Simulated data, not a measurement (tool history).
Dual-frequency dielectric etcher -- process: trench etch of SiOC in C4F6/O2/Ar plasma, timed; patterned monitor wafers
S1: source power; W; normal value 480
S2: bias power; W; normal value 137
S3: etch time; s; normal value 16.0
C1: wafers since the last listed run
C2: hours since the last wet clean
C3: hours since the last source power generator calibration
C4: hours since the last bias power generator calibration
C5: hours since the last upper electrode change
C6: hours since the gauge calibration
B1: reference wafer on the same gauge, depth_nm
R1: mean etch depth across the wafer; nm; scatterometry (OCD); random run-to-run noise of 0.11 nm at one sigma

run   hour   S1   S2    S3   C1     C2      C3      C4      C5     C6     B1     R1
  1    0.0  480  137  17.5    0  342.5  4469.3  3782.0  2814.8  239.2  31.63  37.91
  2   21.0  480  118  13.5  173  363.5  4490.3  3803.0  2835.8  260.2  31.59  27.97
  3   53.9  520  137  14.5  272  396.4  4523.2  3835.9  2868.7  293.1  31.60  32.35
  4   73.7  520  137  14.5  163  416.2  4543.0  3855.7  2888.5  312.9  31.67  32.54
  5   95.7  520  137  14.5  181  438.2  4565.0  3877.7  2910.5  334.9  31.63  32.39
  6  125.4  480  137  14.0  245  467.9  4594.7  3907.4  2940.2  364.6  31.67  30.20
  7  146.7  480  137  16.0  176  489.2  4616.0  3928.7  2961.5  385.9  31.56  34.50
  8  178.8  480  115  16.0  265  521.3  4648.1  3960.8  2993.6  418.0  31.60  32.73
  9  193.6  480  115  16.0  122  536.1  4662.9  3975.6  3008.4  432.8  31.61  32.87
     225.3  -- wet clean of the chamber
     240.6  -- bias power generator calibrated
     267.5  -- upper electrode replaced
 10  285.7  480  137  16.0  331   60.4  4755.0    45.1    18.2  524.9  31.60  34.35
     288.3  -- gauge calibrated
 11  298.3  550  112  13.5  104   73.0  4767.6    57.7    30.8   10.0  31.62  29.32
 12  317.2  530  167  18.0  156   91.9  4786.5    76.6    49.7   28.9  31.56  43.14
     327.3  -- source power generator calibrated
 13  339.2  480  137  19.0  148  113.9    11.9    98.6    71.7   50.9  31.55  41.21
 14  367.1  550  112  13.5  230  141.8    39.8   126.5    99.6   78.8  31.61  29.27
 15  400.9  480  137  16.0  279  175.6    73.6   160.3   133.4  112.6  31.62  34.72
 16  417.7  440  137  16.0  138  192.4    90.4   177.1   150.2  129.4  31.59  33.06
 17  442.5  600  120  14.0  205  217.2   115.2   201.9   175.0  154.2  31.61  32.13
 18  463.7  390  124  20.0  175  238.4   136.4   223.1   196.2  175.4  31.64  38.16

Forecast each of these 5 alternatives for the next run:
  A  464.1  480  128  16.0   3  238.8  136.8  223.5  196.6  175.8   ?   ?
  B  464.1  380  116  18.0   3  238.8  136.8  223.5  196.6  175.8   ?   ?
  C  464.1  370  137  16.0   3  238.8  136.8  223.5  196.6  175.8   ?   ?
  D  464.1  420  137  20.5   3  238.8  136.8  223.5  196.6  175.8   ?   ?
  E  464.1  480  137  21.0   3  238.8  136.8  223.5  196.6  175.8   ?   ?

run     B1     R1
  A  31.59  34.02
  B  31.59  33.40
  C  31.59  30.79
  D  31.59  41.83
  E  31.59  45.53
With no hidden state in the tool, these same runs would have given:
run     R1
  A  34.02
  B  33.40
  C  30.79
  D  41.83
  E  45.53
